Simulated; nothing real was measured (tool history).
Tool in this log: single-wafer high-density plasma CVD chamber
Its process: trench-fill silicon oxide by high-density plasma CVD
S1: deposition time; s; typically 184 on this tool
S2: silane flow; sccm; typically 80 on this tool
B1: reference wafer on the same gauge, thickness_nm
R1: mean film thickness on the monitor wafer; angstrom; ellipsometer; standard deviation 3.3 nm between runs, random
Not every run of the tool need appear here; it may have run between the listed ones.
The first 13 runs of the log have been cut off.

run   hour   S1  S2        B1        R1
 14  156.8  159  80  1449.349  13062.01
 15  172.2  207  80  1449.496  16986.96
 16  189.1  184  70  1449.194  13209.19
 17  198.0  221  87  1449.421  19696.68
 18  209.7  184  80  1449.610  15091.84
 19  221.8  196  84  1450.096  16826.58
     233.2  -- gauge calibrated
     237.9  -- silane flow controller replaced
 20  238.4  184  80  1450.012  15168.61
 21  246.9  150  66  1449.573  10239.66
 22  260.3  215  93  1450.325  20452.38
 23  267.4  214  69  1449.989  15197.48
 24  280.2  184  94  1449.902  17655.41
 25  297.6  164  80  1450.218  13478.11
 26  308.8  212  91  1450.215  19654.74
 27  324.6  184  80  1450.518  15119.95
 28  339.3  184  80  1449.992  15124.46
 29  354.2  200  84  1450.014  17208.43
 30  370.2  184  80  1450.350  15028.41

5 options for the next run, each taken on its own from the tool as it stands now. Forecast them:
  A  370.7  184  91   ?   ?
  B  370.7  155  65   ?   ?
  C  370.7  184  65   ?   ?
  D  370.7  184  67   ?   ?
  E  370.7  220  80   ?   ?

run        B1        R1
  A  1450.401  17126.67
  B  1450.401  10413.64
  C  1450.401  12361.99
  D  1450.401  12728.51
  E  1450.401  18067.32
Stripped of hidden state, with their random variation kept, the same runs would have yielded:
run        R1
  A  17126.67
  B  10413.64
  C  12361.99
  D  12728.51
  E  18067.32

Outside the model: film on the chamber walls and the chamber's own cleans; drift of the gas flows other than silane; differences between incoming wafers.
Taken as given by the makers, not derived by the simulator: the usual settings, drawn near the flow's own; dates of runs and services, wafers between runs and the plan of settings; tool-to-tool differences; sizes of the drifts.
